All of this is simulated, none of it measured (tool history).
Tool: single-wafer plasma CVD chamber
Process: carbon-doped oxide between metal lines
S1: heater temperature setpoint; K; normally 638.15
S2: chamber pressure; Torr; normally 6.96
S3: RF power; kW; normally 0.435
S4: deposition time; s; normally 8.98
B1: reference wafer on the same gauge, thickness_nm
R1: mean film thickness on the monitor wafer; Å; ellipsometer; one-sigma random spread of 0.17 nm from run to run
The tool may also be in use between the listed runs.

{"run": 1, "hour": 0.0, "S1": 638.15, "S2": 6.96, "S3": 0.435, "S4": 8.98, "B1": 41.118, "R1": 408}
{"run": 2, "hour": 100.5, "S1": 638.15, "S2": 6.96, "S3": 0.435, "S4": 8.98, "B1": 41.096, "R1": 408.51}
{"run": 3, "hour": 198.8, "S1": 638.15, "S2": 6.96, "S3": 0.435, "S4": 8.98, "B1": 41.126, "R1": 409.15}
{"run": 4, "hour": 296.6, "S1": 638.15, "S2": 6.96, "S3": 0.435, "S4": 8.98, "B1": 41.103, "R1": 407.03}
{"run": 5, "hour": 470.8, "S1": 638.15, "S2": 6.56, "S3": 0.435, "S4": 8.98, "B1": 41.085, "R1": 406.59}
{"run": 6, "hour": 511.5, "S1": 638.15, "S2": 6.96, "S3": 0.435, "S4": 8.98, "B1": 41.15, "R1": 406.4}
{"run": 7, "hour": 611.8, "S1": 638.15, "S2": 6.96, "S3": 0.435, "S4": 9.48, "B1": 41.086, "R1": 424.48}
{"run": 8, "hour": 673.6, "S1": 638.15, "S2": 6.96, "S3": 0.49, "S4": 8.98, "B1": 41.106, "R1": 448.1}
{"run": 9, "hour": 778.7, "S1": 638.15, "S2": 6.96, "S3": 0.435, "S4": 8.98, "B1": 41.078, "R1": 400.65}
{"run": 10, "hour": 816.3, "S1": 634.15, "S2": 5.55, "S3": 0.395, "S4": 8.98, "B1": 41.085, "R1": 362.98}
{"run": 11, "hour": 908.7, "S1": 638.15, "S2": 6.96, "S3": 0.435, "S4": 8.98, "B1": 41.094, "R1": 399.46}
{"run": 12, "hour": 987.5, "S1": 638.15, "S2": 7.77, "S3": 0.435, "S4": 8.98, "B1": 41.099, "R1": 398.52}
{"run": 13, "hour": 1046.4, "S1": 626.15, "S2": 8.27, "S3": 0.435, "S4": 8.98, "B1": 41.136, "R1": 413.79}
{"run": 14, "hour": 1086.0, "S1": 638.15, "S2": 6.96, "S3": 0.47, "S4": 8.98, "B1": 41.097, "R1": 425.92}
{"run": 15, "hour": 1132.8, "S1": 638.15, "S2": 6.96, "S3": 0.435, "S4": 8.98, "B1": 41.082, "R1": 392.01}
{"run": 16, "hour": 1227.5, "S1": 638.15, "S2": 8.09, "S3": 0.49, "S4": 10.28, "B1": 41.094, "R1": 499.31}
{"run": 17, "hour": 1292.2, "S1": 642.15, "S2": 6.96, "S3": 0.435, "S4": 8.98, "B1": 41.069, "R1": 384.79}
{"run": 18, "hour": 1395.4, "S1": 627.15, "S2": 6.96, "S3": 0.435, "S4": 8.98, "B1": 41.094, "R1": 425.14}
{"run": 19, "hour": 1489.4, "S1": 638.15, "S2": 6.96, "S3": 0.465, "S4": 8.98, "B1": 41.098, "R1": 436.96}
{"run": 20, "hour": 1704.9, "S1": 638.15, "S2": 6.96, "S3": 0.41, "S4": 10.46, "B1": 41.095, "R1": 452.51}
{"run": 21, "hour": 1788.5, "S1": 649.15, "S2": 7.78, "S3": 0.435, "S4": 8.98, "B1": 41.111, "R1": 401.89}
{"run": 22, "hour": 1882.0, "S1": 638.15, "S2": 6.96, "S3": 0.39, "S4": 8.04, "B1": 41.068, "R1": 330.49}
{"run": 23, "hour": 1942.4, "S1": 638.15, "S2": 8.7, "S3": 0.39, "S4": 8.98, "B1": 41.124, "R1": 371.79}
{"run": 24, "hour": 2011.6, "S1": 638.15, "S2": 6.96, "S3": 0.405, "S4": 8.98, "B1": 41.117, "R1": 379.97}
{"run": 25, "hour": 2055.7, "S1": 632.15, "S2": 7.7, "S3": 0.49, "S4": 10.11, "B1": 41.083, "R1": 516.99}
{"run": 26, "hour": 2111.2, "S1": 638.15, "S2": 6.96, "S3": 0.435, "S4": 8.98, "B1": 41.111, "R1": 405.39}
{"run": 27, "hour": 2147.5, "S1": 638.15, "S2": 5.51, "S3": 0.435, "S4": 8.98, "B1": 41.112, "R1": 400}
{"run": 28, "hour": 2284.8, "S1": 638.15, "S2": 6.96, "S3": 0.435, "S4": 8.98, "B1": 41.121, "R1": 401.93}

Not shown here: 5 entries made in the log between runs. Locate each between two listed runs and compare the hidden state at the listed run before it with the hidden state at the listed run after it:
Between runs 2 and 3: showerhead replaced (hour 129.3)
  delivered RF power above the setpoint (%): -0.742 -> -0.922
  measured minus no-state result, R1: -2.92 -> -3.65 Å
Between runs 7 and 8: gauge calibrated (hour 616.2)
  delivered RF power above the setpoint (%): -2.19 -> -2.45
  measured minus no-state result, R1: -9.12 -> -9.26 Å
Between runs 16 and 17: thermocouple changed; heater temperature recalibrated (hour 1277.6)
  delivered RF power above the setpoint (%): -5.62 -> -6.08
  measured minus no-state result, R1: -24.58 -> -24.03 Å
Between runs 17 and 18: RF generator calibrated (hour 1365)
  delivered RF power above the setpoint (%): -6.08 -> -0.59
  measured minus no-state result, R1: -24.03 -> -2.41 Å
Between runs 27 and 28: capacitance manometer re-zeroed and calibrated (hour 2280.3)
  delivered RF power above the setpoint (%): -2.07 -> -2.64
  measured minus no-state result, R1: -8.11 -> -10.45 Å
